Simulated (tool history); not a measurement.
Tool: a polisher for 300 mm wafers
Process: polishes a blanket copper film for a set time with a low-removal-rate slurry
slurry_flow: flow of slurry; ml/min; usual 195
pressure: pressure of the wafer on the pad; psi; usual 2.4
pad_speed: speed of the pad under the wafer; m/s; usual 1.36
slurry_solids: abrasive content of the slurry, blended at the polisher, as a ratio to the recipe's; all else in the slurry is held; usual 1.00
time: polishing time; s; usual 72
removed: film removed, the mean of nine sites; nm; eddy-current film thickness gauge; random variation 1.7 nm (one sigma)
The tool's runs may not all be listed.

run   hour  slurry_flow  pressure  pad_speed  slurry_solids  time  wafers since the last listed run  wafers polished on this pad  hours since the slurry nozzle was cleaned  hours since the head pressure was calibrated  hours since the slurry blender was calibrated  incoming thickness of the incoming film, nm  removed
  1    0.0          195       2.4       1.36           1.10    72                                 0                          394                                      275.2                                         374.7                                          202.9                                       1360.4    271.2
  2   10.8          195       2.4       1.36           1.10    72                                74                          468                                      286.0                                         385.5                                          213.7                                       1340.7    267.8
  3   17.9          195       2.4       1.36           1.00    72                                49                          517                                      293.1                                         392.6                                          220.8                                       1342.3    261.9
      28.5  -- worn pad replaced by a new one
  4   33.2          240       2.4       1.36           1.00    72                                78                           32                                      308.4                                         407.9                                          236.1                                       1343.4    264.5
  5   43.3          240       2.4       1.36           1.00    72                                69                          101                                      318.5                                         418.0                                          246.2                                       1363.2    263.1
      55.7  -- head pressure recalibrated
      66.1  -- slurry blender recalibrated
  6   75.0          195       2.4       1.36           0.85    66                               191                          293                                      350.2                                          19.3                                            8.9                                       1369.6    232.9
  7   86.5          195       2.4       1.36           0.85    66                                79                          373                                      361.7                                          30.8                                           20.4                                       1344.2    228.5
  8   92.7          195       2.4       1.36           1.00    72                                42                          415                                      367.9                                          37.0                                           26.6                                       1363.0    268.0
     104.3  -- slurry nozzle cleaned
  9  105.5          195       2.4       1.36           1.00    72                                81                          497                                        1.2                                          49.8                                           39.4                                       1337.9    263.0
 10  113.0          195       2.4       1.36           1.00    72                                51                          549                                        8.7                                          57.3                                           46.9                                       1373.9    265.4
     119.4  -- worn pad replaced by a new one
 11  129.2          195       2.4       1.64           1.00    72                                84                           67                                       24.9                                          73.5                                           63.1                                       1340.7    298.7
 12  136.1          195       2.4       1.64           1.00    72                                47                          115                                       31.8                                          80.4                                           70.0                                       1355.2    297.7
 13  152.8          195       2.4       1.36           1.00    72                               115                          230                                       48.5                                          97.1                                           86.7                                       1356.6    263.7
 14  159.0          195       3.0       1.02           1.00    72                                42                          273                                       54.7                                         103.3                                           92.9                                       1367.7    258.8
 15  170.7          195       2.4       1.36           0.75    50                                80                          354                                       66.4                                         115.0                                          104.6                                       1346.8    165.8
 16  186.0          195       2.4       1.36           1.00    72                               105                          460                                       81.7                                         130.3                                          119.9                                       1361.0    266.9
 17  203.7          195       2.4       1.36           1.00    72                               122                          582                                       99.4                                         148.0                                          137.6                                       1327.3    266.2
     209.3  -- worn pad replaced by a new one
 18  212.3          195       2.4       1.18           1.00    72                                31                           20                                      108.0                                         156.6                                          146.2                                       1357.7    244.5
 19  223.1          240       2.4       1.36           0.85    50                                74                           95                                      118.8                                         167.4                                          157.0                                       1354.9    175.5
 20  230.1          195       2.4       1.36           0.80    72                                48                          143                                      125.8                                         174.4                                          164.0                                       1344.8    241.0
 21  244.4          260       2.4       1.78           0.70    79                                98                          242                                      140.1                                         188.7                                          178.3                                       1336.7    309.9
 22  254.1          245       2.4       1.16           1.00    72                                67                          309                                      149.8                                         198.4                                          188.0                                       1341.9    243.5
 23  296.7          160       2.4       1.36           0.85    72                               294                          604                                      192.4                                         241.0                                          230.6                                       1345.2    234.4
     311.5  -- worn pad replaced by a new one
 24  312.0          195       2.4       1.80           1.00    72                                78                            3                                      207.7                                         256.3                                          245.9                                       1351.7    307.3
 25  323.9          195       2.4       1.36           1.00    72                                82                           85                                      219.6                                         268.2                                          257.8                                       1354.7    255.9
 26  330.9          195       2.4       1.36           1.00    72                                48                          134                                      226.6                                         275.2                                          264.8                                       1358.6    255.8
 27  348.7          195       2.4       0.96           1.00    72                               123                          257                                      244.4                                         293.0                                          282.6                                       1370.5    210.2
 28  355.0          195       2.4       1.36           1.00    72                                43                          300                                      250.7                                         299.3                                          288.9                                       1363.1    254.2
 29  364.9          195       1.7       1.36           1.25    72                                68                          369                                      260.6                                         309.2                                          298.8                                       1357.7    222.5
 30  376.2          195       2.4       1.00           1.00    93                                78                          447                                      271.9                                         320.5                                          310.1                                       1352.2    271.3
     380.0  -- slurry blender recalibrated
 31  384.6          195       2.4       1.36           1.00    72                                44                          491                                      280.3                                         328.9                                            4.6                                       1363.1    264.0

Some steps in removed between neighbouring runs. How much of each would the tool show without its hidden state too (settings, what came in, random variation), and how much is left for the hidden state, with any gauge scatter that isn't in both results?
The hidden state here: removal rate lost through wear of the pad, %; slurry flow missing at the pad, %; deviation of the head's pressure from its setpoint, %; abrasive missing from the slurry, %.
Run 5 -> 6: slurry_flow 240 -> 195, slurry_solids 1.00 -> 0.85, time 72 -> 66, head pressure recalibrated, slurry blender recalibrated. removed -30.2 nm: hidden state +8.2, all else -38.4.
Run 14 -> 15: pressure 3.0 -> 2.4, pad_speed 1.02 -> 1.36, slurry_solids 1.00 -> 0.75, time 72 -> 50. removed -93.0 nm: hidden state +0.9, all else -93.9.
Run 15 -> 16: slurry_solids 0.75 -> 1.00, time 50 -> 72. removed +101.1 nm: hidden state -1.9, all else +103.0.
Run 23 -> 24: slurry_flow 160 -> 195, pad_speed 1.36 -> 1.80, slurry_solids 0.85 -> 1.00, worn pad replaced by a new one. removed +72.9 nm: hidden state -4.6, all else +77.5.
Run 30 -> 31: pad_speed 1.00 -> 1.36, time 93 -> 72, slurry blender recalibrated. removed -7.3 nm: hidden state +17.1, all else -24.4.
